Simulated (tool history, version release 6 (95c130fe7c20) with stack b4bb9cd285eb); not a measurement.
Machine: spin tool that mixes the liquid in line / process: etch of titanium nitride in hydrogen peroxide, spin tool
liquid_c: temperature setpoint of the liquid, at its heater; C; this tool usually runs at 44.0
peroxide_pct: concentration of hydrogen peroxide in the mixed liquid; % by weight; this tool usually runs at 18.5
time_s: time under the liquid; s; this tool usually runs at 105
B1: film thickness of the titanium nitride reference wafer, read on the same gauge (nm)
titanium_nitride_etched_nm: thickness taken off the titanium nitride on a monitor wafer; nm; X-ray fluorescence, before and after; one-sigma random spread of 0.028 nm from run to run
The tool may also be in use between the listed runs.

run 1 hour=0.0 | liquid_c=44.0 peroxide_pct=18.5 time_s=105 | B1=110.02 | titanium_nitride_etched_nm=4.84
run 2 hour=17.1 | liquid_c=44.0 peroxide_pct=18.5 time_s=105 | B1=110.00 | titanium_nitride_etched_nm=4.83
-- hour=37.6 gauge calibrated
run 3 hour=96.5 | liquid_c=44.0 peroxide_pct=18.5 time_s=105 | B1=109.99 | titanium_nitride_etched_nm=4.71
run 4 hour=135.0 | liquid_c=44.0 peroxide_pct=18.5 time_s=105 | B1=110.00 | titanium_nitride_etched_nm=4.73
run 5 hour=158.2 | liquid_c=44.0 peroxide_pct=18.5 time_s=105 | B1=109.99 | titanium_nitride_etched_nm=4.75
run 6 hour=178.7 | liquid_c=44.0 peroxide_pct=18.5 time_s=105 | B1=110.02 | titanium_nitride_etched_nm=4.70
run 7 hour=211.3 | liquid_c=44.0 peroxide_pct=18.5 time_s=105 | B1=109.99 | titanium_nitride_etched_nm=4.70
run 8 hour=230.7 | liquid_c=44.0 peroxide_pct=18.5 time_s=105 | B1=110.00 | titanium_nitride_etched_nm=4.72
run 9 hour=251.7 | liquid_c=44.0 peroxide_pct=18.5 time_s=105 | B1=110.02 | titanium_nitride_etched_nm=4.73
run 10 hour=270.6 | liquid_c=44.0 peroxide_pct=18.5 time_s=105 | B1=109.99 | titanium_nitride_etched_nm=4.69
run 11 hour=294.5 | liquid_c=44.0 peroxide_pct=20.0 time_s=105 | B1=110.03 | titanium_nitride_etched_nm=4.79
run 12 hour=324.8 | liquid_c=39.0 peroxide_pct=20.0 time_s=165 | B1=109.99 | titanium_nitride_etched_nm=5.11
-- hour=327.0 heated supply line repaired
run 13 hour=337.6 | liquid_c=44.0 peroxide_pct=18.5 time_s=80 | B1=109.99 | titanium_nitride_etched_nm=3.99
run 14 hour=365.5 | liquid_c=50.0 peroxide_pct=15.0 time_s=65 | B1=110.02 | titanium_nitride_etched_nm=4.77
run 15 hour=401.0 | liquid_c=44.0 peroxide_pct=18.5 time_s=105 | B1=110.01 | titanium_nitride_etched_nm=5.22
-- hour=417.3 thermometer replaced
-- hour=440.9 new drum of peroxide connected
run 16 hour=457.5 | liquid_c=44.0 peroxide_pct=20.0 time_s=105 | B1=110.01 | titanium_nitride_etched_nm=5.25
-- hour=461.3 gauge calibrated
-- hour=485.8 peroxide flow meter replaced
run 17 hour=513.9 | liquid_c=44.0 peroxide_pct=18.5 time_s=165 | B1=110.01 | titanium_nitride_etched_nm=8.09
run 18 hour=530.9 | liquid_c=48.0 peroxide_pct=18.5 time_s=45 | B1=110.00 | titanium_nitride_etched_nm=2.96
run 19 hour=548.4 | liquid_c=51.5 peroxide_pct=14.0 time_s=45 | B1=109.98 | titanium_nitride_etched_nm=3.60
run 20 hour=568.9 | liquid_c=44.0 peroxide_pct=18.5 time_s=105 | B1=109.99 | titanium_nitride_etched_nm=5.06
run 21 hour=594.8 | liquid_c=38.0 peroxide_pct=18.5 time_s=105 | B1=109.98 | titanium_nitride_etched_nm=3.22
run 22 hour=621.6 | liquid_c=44.0 peroxide_pct=18.5 time_s=105 | B1=109.96 | titanium_nitride_etched_nm=5.04

Alternative continuations, all from the tool just after run 22; predict every row:
run A hour=622.0 | liquid_c=44.0 peroxide_pct=18.5 time_s=105 | B1=? | titanium_nitride_etched_nm=?
run B hour=622.0 | liquid_c=40.0 peroxide_pct=22.5 time_s=165 | B1=? | titanium_nitride_etched_nm=?
run C hour=622.0 | liquid_c=51.0 peroxide_pct=14.5 time_s=55 | B1=? | titanium_nitride_etched_nm=?
run D hour=622.0 | liquid_c=38.0 peroxide_pct=20.0 time_s=170 | B1=? | titanium_nitride_etched_nm=?

run=A B1=109.99 titanium_nitride_etched_nm=5.08
run=B B1=109.99 titanium_nitride_etched_nm=6.14
run=C B1=109.99 titanium_nitride_etched_nm=4.23
run=D B1=109.99 titanium_nitride_etched_nm=5.28
With no hidden state in the tool, these same runs would have given:
run=A titanium_nitride_etched_nm=5.24
run=B titanium_nitride_etched_nm=6.33
run=C titanium_nitride_etched_nm=4.35
run=D titanium_nitride_etched_nm=5.45

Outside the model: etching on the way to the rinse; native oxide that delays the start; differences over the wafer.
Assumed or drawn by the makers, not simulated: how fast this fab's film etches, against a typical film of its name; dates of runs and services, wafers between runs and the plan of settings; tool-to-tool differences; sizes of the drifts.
